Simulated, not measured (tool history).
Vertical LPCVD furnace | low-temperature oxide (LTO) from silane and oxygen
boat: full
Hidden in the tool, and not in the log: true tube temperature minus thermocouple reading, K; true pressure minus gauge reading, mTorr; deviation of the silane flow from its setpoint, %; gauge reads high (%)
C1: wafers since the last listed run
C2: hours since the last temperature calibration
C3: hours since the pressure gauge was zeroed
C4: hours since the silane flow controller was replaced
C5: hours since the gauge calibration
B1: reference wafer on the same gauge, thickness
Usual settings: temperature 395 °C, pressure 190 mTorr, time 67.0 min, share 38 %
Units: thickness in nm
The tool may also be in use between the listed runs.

Run 1, day 0.000: usual settings; C1 0; C2 1288.6; C3 1884.6; C4 2577.0; C5 388.1; B1 445.89. Result: thickness 474.33 nm.
Run 2, day 1.738: usual settings; C1 607; C2 1330.3; C3 1926.3; C4 2618.7; C5 429.8; B1 446.01. Result: thickness 472.03 nm.
Run 3, day 4.338: usual settings but time 46.0 min; C1 908; C2 1392.7; C3 1988.7; C4 2681.1; C5 492.2; B1 445.90. Result: thickness 325.02 nm.
Run 4, day 7.167: usual settings but time 46.0 min; C1 988; C2 1460.6; C3 2056.6; C4 2749.0; C5 560.1; B1 446.12. Result: thickness 325.91 nm.
Run 5, day 9.004: usual settings but time 46.0 min; C1 642; C2 1504.7; C3 2100.7; C4 2793.1; C5 604.2; B1 445.89. Result: thickness 326.10 nm.
Run 6, day 10.088: usual settings but temperature 399 °C; C1 378; C2 1530.7; C3 2126.7; C4 2819.1; C5 630.2; B1 446.25. Result: thickness 495.59 nm.
Run 7, day 11.458: usual settings but temperature 399 °C; C1 478; C2 1563.6; C3 2159.6; C4 2852.0; C5 663.1; B1 446.14. Result: thickness 494.35 nm.
Run 8, day 13.750: usual settings; C1 800; C2 1618.6; C3 2214.6; C4 2907.0; C5 718.1; B1 446.05. Result: thickness 473.26 nm.
Run 9, day 15.054: usual settings; C1 455; C2 1649.9; C3 2245.9; C4 2938.3; C5 749.4; B1 445.70. Result: thickness 471.72 nm.
Run 10, day 16.333: usual settings; C1 446; C2 1680.6; C3 2276.6; C4 2969.0; C5 780.1; B1 445.65. Result: thickness 474.34 nm.
At day 19.033: pressure gauge zeroed.
Run 11, day 19.054: usual settings; C1 601; C2 1745.9; C3 0.5; C4 3034.3; C5 845.4; B1 445.70. Result: thickness 524.68 nm.
At day 20.012: gauge calibrated.
At day 20.529: silane flow controller replaced.
Run 12, day 20.550: usual settings; C1 173; C2 1781.8; C3 36.4; C4 0.5; C5 12.9; B1 446.05. Result: thickness 524.90 nm.
Run 13, day 22.454: usual settings but pressure 165 mTorr; C1 665; C2 1827.5; C3 82.1; C4 46.2; C5 58.6; B1 446.04. Result: thickness 456.59 nm.
Run 14, day 23.938: usual settings; C1 518; C2 1863.1; C3 117.7; C4 81.8; C5 94.2; B1 445.94. Result: thickness 521.73 nm.
Run 15, day 25.200: usual settings; C1 441; C2 1893.4; C3 148.0; C4 112.1; C5 124.5; B1 446.39. Result: thickness 523.16 nm.
Run 16, day 26.704: usual settings but temperature 405 °C, pressure 165 mTorr; C1 525; C2 1929.5; C3 184.1; C4 148.2; C5 160.6; B1 446.19. Result: thickness 509.35 nm.
At day 27.962: pressure gauge zeroed, repeated, since the last time left the tool worse.
At day 29.058: thermocouples replaced and temperature profile calibrated.
Run 17, day 29.079: usual settings but time 58.5 min; C1 131; C2 0.5; C3 26.8; C4 205.2; C5 217.6; B1 445.92. Result: thickness 430.90 nm.
Run 18, day 30.267: usual settings; C1 414; C2 29.0; C3 55.3; C4 233.7; C5 246.1; B1 445.89. Result: thickness 494.31 nm.
Run 19, day 33.262: usual settings; C1 1046; C2 100.9; C3 127.2; C4 305.6; C5 318.0; B1 446.06. Result: thickness 490.29 nm.
Run 20, day 36.029: usual settings; C1 966; C2 167.3; C3 193.6; C4 372.0; C5 384.4; B1 445.73. Result: thickness 491.18 nm.
Run 21, day 37.600: usual settings but time 89.0 min; C1 548; C2 205.0; C3 231.3; C4 409.7; C5 422.1; B1 446.01. Result: thickness 652.03 nm.
Run 22, day 39.512: usual settings but temperature 403 °C, time 47.5 min; C1 668; C2 250.9; C3 277.2; C4 455.6; C5 468.0; B1 445.94. Result: thickness 380.18 nm.
Run 23, day 40.588: usual settings but temperature 386 °C, pressure 160 mTorr, time 78.0 min, share 33 %; C1 375; C2 276.7; C3 303.0; C4 481.4; C5 493.8; B1 445.85. Result: thickness 355.46 nm.
Run 24, day 43.250: usual settings but pressure 235 mTorr; C1 930; C2 340.6; C3 366.9; C4 545.3; C5 557.7; B1 446.02. Result: thickness 605.92 nm.
Run 25, day 45.262: usual settings but temperature 387 °C, pressure 205 mTorr, time 43.0 min, share 44 %; C1 703; C2 388.9; C3 415.2; C4 593.6; C5 606.0; B1 446.03. Result: thickness 365.98 nm.
Run 26, day 46.854: usual settings but pressure 220 mTorr; C1 556; C2 427.1; C3 453.4; C4 631.8; C5 644.2; B1 446.25. Result: thickness 563.69 nm.
Run 27, day 48.129: usual settings but share 40 %; C1 445; C2 457.7; C3 484.0; C4 662.4; C5 674.8; B1 446.35. Result: thickness 518.81 nm.
Run 28, day 50.479: usual settings but share 33 %; C1 821; C2 514.1; C3 540.4; C4 718.8; C5 731.2; B1 445.79. Result: thickness 400.37 nm.
Run 29, day 52.296: usual settings but temperature 405 °C, pressure 155 mTorr, time 84.0 min, share 33 %; C1 634; C2 557.7; C3 584.0; C4 762.4; C5 774.8; B1 445.82. Result: thickness 457.70 nm.
Run 30, day 53.850: usual settings but time 54.5 min; C1 543; C2 595.0; C3 621.3; C4 799.7; C5 812.1; B1 446.05. Result: thickness 394.43 nm.

4 ways to go on from here, each from the tool as it stands after run 30. What would each give?
Run A, day 54.058: usual settings but share 45 %; C1 72; C2 600.0; C3 626.3; C4 804.7; C5 817.1; B1 ?. Result: thickness ?.
Run B, day 54.058: usual settings but temperature 392 °C, time 56.0 min; C1 72; C2 600.0; C3 626.3; C4 804.7; C5 817.1; B1 ?. Result: thickness ?.
Run C, day 54.058: usual settings but time 45.0 min; C1 72; C2 600.0; C3 626.3; C4 804.7; C5 817.1; B1 ?. Result: thickness ?.
Run D, day 54.058: usual settings but time 56.0 min; C1 72; C2 600.0; C3 626.3; C4 804.7; C5 817.1; B1 ?. Result: thickness ?.

run      B1  thickness
  A  446.09     588.23
  B  446.09     390.28
  C  446.09     324.62
  D  446.09     403.97
Without the tool's hidden state the same runs would have given:
run  thickness
  A     599.72
  B     397.90
  C     330.96
  D     411.86

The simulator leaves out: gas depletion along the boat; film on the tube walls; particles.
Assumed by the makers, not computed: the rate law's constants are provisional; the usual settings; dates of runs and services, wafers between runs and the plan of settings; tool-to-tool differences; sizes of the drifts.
